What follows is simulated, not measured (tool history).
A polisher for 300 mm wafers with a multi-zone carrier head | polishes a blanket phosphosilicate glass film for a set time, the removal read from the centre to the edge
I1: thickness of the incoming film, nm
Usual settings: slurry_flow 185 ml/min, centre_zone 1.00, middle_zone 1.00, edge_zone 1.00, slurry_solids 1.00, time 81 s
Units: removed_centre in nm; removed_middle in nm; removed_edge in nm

Run 1, hour 0.0: usual settings; I1 4539.4. Result: removed_centre 472.3 nm, removed_middle 474.9 nm, removed_edge 472.5 nm.
Run 2, hour 56.8: usual settings but slurry_flow 145 ml/min, centre_zone 0.95, middle_zone 0.89, edge_zone 0.91; I1 4491.6. Result: removed_centre 433.8 nm, removed_middle 414.8 nm, removed_edge 447.3 nm.
Run 3, hour 113.3: usual settings but slurry_solids 1.25; I1 4446.1. Result: removed_centre 514.2 nm, removed_middle 530.3 nm, removed_edge 526.3 nm.
Run 4, hour 155.4: usual settings but slurry_flow 150 ml/min, centre_zone 0.95, middle_zone 0.88, slurry_solids 0.80; I1 4386.8. Result: removed_centre 385.1 nm, removed_middle 374.6 nm, removed_edge 421.1 nm.
Run 5, hour 195.2: usual settings but middle_zone 0.93, edge_zone 1.06; I1 4393.2. Result: removed_centre 471.4 nm, removed_middle 449.6 nm, removed_edge 491.9 nm.
At hour 216.4: carrier head's membrane replaced by a new one.
Run 6, hour 225.5: usual settings but middle_zone 1.03, edge_zone 1.07; I1 4484.6. Result: removed_centre 465.1 nm, removed_middle 500.4 nm, removed_edge 491.2 nm.
Run 7, hour 267.1: usual settings but middle_zone 1.05; I1 4412.5. Result: removed_centre 461.0 nm, removed_middle 506.8 nm, removed_edge 481.2 nm.
At hour 316.8: worn pad replaced by a new one.
Run 8, hour 317.3: usual settings but slurry_flow 140 ml/min; I1 4471.0. Result: removed_centre 438.5 nm, removed_middle 463.8 nm, removed_edge 465.7 nm.
Run 9, hour 375.6: usual settings; I1 4407.3. Result: removed_centre 450.9 nm, removed_middle 473.6 nm, removed_edge 471.1 nm.
Run 10, hour 414.7: usual settings but middle_zone 1.07, slurry_solids 0.75; I1 4521.3. Result: removed_centre 393.6 nm, removed_middle 443.2 nm, removed_edge 412.5 nm.
At hour 423.9: centre zone pressure recalibrated.
At hour 431.2: slurry nozzle cleaned.
Run 11, hour 448.9: usual settings but centre_zone 0.92, edge_zone 1.04; I1 4460.4. Result: removed_centre 434.6 nm, removed_middle 478.5 nm, removed_edge 482.7 nm.
Run 12, hour 653.3: usual settings but centre_zone 1.11; I1 4373.1. Result: removed_centre 519.8 nm, removed_middle 486.7 nm, removed_edge 474.9 nm.
Run 13, hour 717.9: usual settings but middle_zone 1.05, slurry_solids 1.20; I1 4392.8. Result: removed_centre 502.2 nm, removed_middle 545.4 nm, removed_edge 519.7 nm.
Run 14, hour 748.4: usual settings but middle_zone 1.07; I1 4455.3. Result: removed_centre 465.8 nm, removed_middle 504.1 nm, removed_edge 475.6 nm.
At hour 791.7: worn pad replaced by a new one.
Run 15, hour 812.2: usual settings; I1 4456.3. Result: removed_centre 452.9 nm, removed_middle 481.9 nm, removed_edge 479.6 nm.
Run 16, hour 862.2: usual settings but centre_zone 1.04, edge_zone 0.91, time 72 s; I1 4481.0. Result: removed_centre 418.0 nm, removed_middle 425.0 nm, removed_edge 403.4 nm.
Run 17, hour 889.0: usual settings but slurry_flow 210 ml/min, middle_zone 1.04; I1 4502.3. Result: removed_centre 454.0 nm, removed_middle 498.8 nm, removed_edge 481.3 nm.
At hour 947.6: carrier head's membrane replaced by a new one.
Run 18, hour 955.6: usual settings but centre_zone 1.07; I1 4380.0. Result: removed_centre 482.6 nm, removed_middle 486.7 nm, removed_edge 478.1 nm.
At hour 962.4: slurry nozzle cleaned.
At hour 966.8: edge zone pressure recalibrated.
At hour 975.3: centre zone pressure recalibrated.
Run 19, hour 998.0: usual settings but slurry_flow 245 ml/min, edge_zone 1.05, time 63 s; I1 4474.2. Result: removed_centre 384.7 nm, removed_middle 387.1 nm, removed_edge 388.1 nm.
Run 20, hour 1043.5: usual settings but centre_zone 1.03, edge_zone 0.95; I1 4489.4. Result: removed_centre 487.2 nm, removed_middle 471.8 nm, removed_edge 470.2 nm.

Forecast each of these 5 alternatives for the next run:
Run A, hour 1043.9: usual settings but centre_zone 0.92; I1 4464.2. Result: removed_centre ?, removed_middle ?, removed_edge ?.
Run B, hour 1043.9: usual settings but centre_zone 1.11, middle_zone 1.09, edge_zone 0.92, slurry_solids 0.90; I1 4464.2. Result: removed_centre ?, removed_middle ?, removed_edge ?.
Run C, hour 1043.9: usual settings but middle_zone 0.94, slurry_solids 1.15; I1 4464.2. Result: removed_centre ?, removed_middle ?, removed_edge ?.
Run D, hour 1043.9: usual settings but slurry_flow 145 ml/min, time 67 s; I1 4464.2. Result: removed_centre ?, removed_middle ?, removed_edge ?.
Run E, hour 1043.9: usual settings but edge_zone 0.97, slurry_solids 0.80; I1 4464.2. Result: removed_centre ?, removed_middle ?, removed_edge ?.

run  removed_centre  removed_middle  removed_edge
  A           438.1           484.8         478.2
  B           504.3           496.1         437.0
  C           506.5           489.1         508.8
  D           378.9           387.0         385.6
  E           427.8           435.1         423.1
Without the tool's hidden state the same runs would have given:
run  removed_centre  removed_middle  removed_edge
  A           447.4           484.8         478.2
  B           514.9           496.0         437.0
  C           517.2           489.1         508.8
  D           386.9           387.0         385.6
  E           436.9           435.0         423.1
